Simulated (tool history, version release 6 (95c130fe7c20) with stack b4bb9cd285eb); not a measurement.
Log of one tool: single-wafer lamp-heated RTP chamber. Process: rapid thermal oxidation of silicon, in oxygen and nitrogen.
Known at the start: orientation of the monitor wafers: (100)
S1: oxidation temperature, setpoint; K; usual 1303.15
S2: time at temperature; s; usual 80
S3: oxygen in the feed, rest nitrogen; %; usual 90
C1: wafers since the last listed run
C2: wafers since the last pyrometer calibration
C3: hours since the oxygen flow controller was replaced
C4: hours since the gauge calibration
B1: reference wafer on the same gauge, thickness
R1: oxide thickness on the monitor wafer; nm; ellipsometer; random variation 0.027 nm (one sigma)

run	day	S1	S2	S3	C1	C2	C3	C4	B1	R1
1	0	1303.15	80	90	0	6050	4773.1	92.8	7.329	8.079
2	0.5	1303.15	80	90	116	6167	4785.1	104.8	7.327	8.102
# day 0.554: gauge calibrated
3	0.812	1303.15	80	90	72	6240	4792.6	6.2	7.336	8.111
4	1.346	1303.15	80	90	124	6364	4805.4	19	7.319	8.125
5	1.675	1289.15	80	90	76	6441	4813.3	26.9	7.327	7.324
6	2.358	1289.15	80	90	159	6601	4829.7	43.3	7.326	7.331
# day 3.225: pyrometer window cleaned and pyrometer calibrated
7	3.246	1289.15	80	90	129	4	4851	64.6	7.332	6.849
8	3.262	1331.15	120	98	3	8	4851.4	65	7.329	11.451
9	3.692	1277.15	80	98	100	108	4861.7	75.3	7.332	6.529
10	4.254	1283.15	80	80	131	240	4875.2	88.8	7.321	6.364
# day 4.904: gauge calibrated
# day 5.221: oxygen flow controller replaced
11	5.242	1303.15	80	90	152	392	0.5	8.1	7.33	7.703
12	5.404	1283.15	80	80	37	430	4.4	12	7.33	6.382
13	7.283	1313.15	94	98	438	869	49.5	57.1	7.33	9.302
14	8	1285.15	80	98	167	1036	66.7	74.3	7.325	7.058

What the log doesn't show, run by run:
deviation of the oxygen flow from its setpoint, %: 0 in every run
gauge reads high (%): 0 in every run
H1: true wafer temperature minus pyrometer reading, K
run	H1
1	9.73
2	9.77
3	9.8
4	9.84
5	9.86
6	9.91
7	0.582
8	0.599
9	1.02
10	1.55
11	2.41
12	2.55
13	3.95
14	4.43
